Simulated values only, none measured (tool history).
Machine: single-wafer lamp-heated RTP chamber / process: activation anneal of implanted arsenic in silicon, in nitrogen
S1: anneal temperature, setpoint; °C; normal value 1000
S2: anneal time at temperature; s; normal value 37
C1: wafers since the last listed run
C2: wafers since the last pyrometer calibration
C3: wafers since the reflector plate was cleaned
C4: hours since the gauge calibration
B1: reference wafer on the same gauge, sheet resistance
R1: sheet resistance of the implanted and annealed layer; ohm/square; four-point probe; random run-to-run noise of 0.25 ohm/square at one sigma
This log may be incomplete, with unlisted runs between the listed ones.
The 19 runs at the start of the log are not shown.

Run 20, hour 453.9: usual settings but S1 980 °C; C1 344; C2 2117; C3 425; C4 46.8; B1 130.03. Result: R1 121.65 ohm/square.
Run 21, hour 477.2: usual settings; C1 374; C2 2492; C3 800; C4 70.1; B1 130.09. Result: R1 108.97 ohm/square.
Run 22, hour 497: usual settings but S1 982 °C; C1 318; C2 2810; C3 1119; C4 89.9; B1 130.27. Result: R1 120.18 ohm/square.
At hour 534: pyrometer window cleaned and pyrometer calibrated.
Run 23, hour 534.5: usual settings; C1 474; C2 7; C3 1593; C4 127.4; B1 130.39. Result: R1 109.14 ohm/square.
Run 24, hour 543: usual settings but S1 974 °C, S2 43 s; C1 136; C2 144; C3 1730; C4 135.9; B1 130.43. Result: R1 122.76 ohm/square.
Run 25, hour 566: usual settings but S1 988 °C, S2 21 s; C1 369; C2 514; C3 2100; C4 158.9; B1 130.51. Result: R1 127.81 ohm/square.
Run 26, hour 600.3: usual settings but S1 977 °C; C1 551; C2 1066; C3 2651; C4 193.2; B1 130.69. Result: R1 123.54 ohm/square.
Run 27, hour 617: usual settings but S1 982 °C, S2 56 s; C1 268; C2 1334; C3 2920; C4 209.9; B1 130.7. Result: R1 112.06 ohm/square.
Run 28, hour 649.9: usual settings; C1 529; C2 1864; C3 3449; C4 242.8; B1 130.78. Result: R1 109.73 ohm/square.
Run 29, hour 673.5: usual settings but S1 1026 °C, S2 50 s; C1 379; C2 2243; C3 3829; C4 266.4; B1 130.92. Result: R1 93.17 ohm/square.
Run 30, hour 703.8: usual settings but S1 1020 °C, S2 48 s; C1 487; C2 2731; C3 4316; C4 296.7; B1 131.09. Result: R1 95.67 ohm/square.
Run 31, hour 725.4: usual settings but S1 1016 °C, S2 56 s; C1 347; C2 3078; C3 4664; C4 318.3; B1 131.02. Result: R1 95.22 ohm/square.
Run 32, hour 745.7: usual settings but S1 1016 °C, S2 17 s; C1 326; C2 3405; C3 4990; C4 338.6; B1 131.11. Result: R1 115.75 ohm/square.
At hour 754.3: pyrometer window cleaned and pyrometer calibrated.
Run 33, hour 767: usual settings; C1 213; C2 203; C3 5204; C4 359.9; B1 131.21. Result: R1 109.68 ohm/square.
Run 34, hour 793.7: usual settings but S1 1020 °C, S2 48 s; C1 429; C2 633; C3 5634; C4 386.6; B1 131.23. Result: R1 96.38 ohm/square.
Run 35, hour 806.4: usual settings but S1 1014 °C; C1 204; C2 837; C3 5838; C4 399.3; B1 131.22. Result: R1 102.84 ohm/square.
Run 36, hour 834.1: usual settings; C1 445; C2 1283; C3 6284; C4 427; B1 131.33. Result: R1 110.01 ohm/square.
Run 37, hour 853: usual settings but S1 1008 °C; C1 304; C2 1587; C3 6588; C4 445.9; B1 131.38. Result: R1 106.07 ohm/square.

4 options for the next run, each taken on its own from the tool as it stands now. Forecast them:
Run A, hour 853.4: usual settings; C1 6; C2 1593; C3 6594; C4 446.3; B1 ?. Result: R1 ?.
Run B, hour 853.4: usual settings but S1 978 °C, S2 20 s; C1 6; C2 1593; C3 6594; C4 446.3; B1 ?. Result: R1 ?.
Run C, hour 853.4: usual settings but S1 1010 °C, S2 18 s; C1 6; C2 1593; C3 6594; C4 446.3; B1 ?. Result: R1 ?.
Run D, hour 853.4: usual settings but S2 23 s; C1 6; C2 1593; C3 6594; C4 446.3; B1 ?. Result: R1 ?.

run      B1      R1
  A  131.34  110.05
  B  131.34  135.84
  C  131.34  118.28
  D  131.34  119.39
Had the tool no hidden state, the same runs would have come out as:
run      R1
  A  108.91
  B  134.43
  C  117.06
  D  118.16
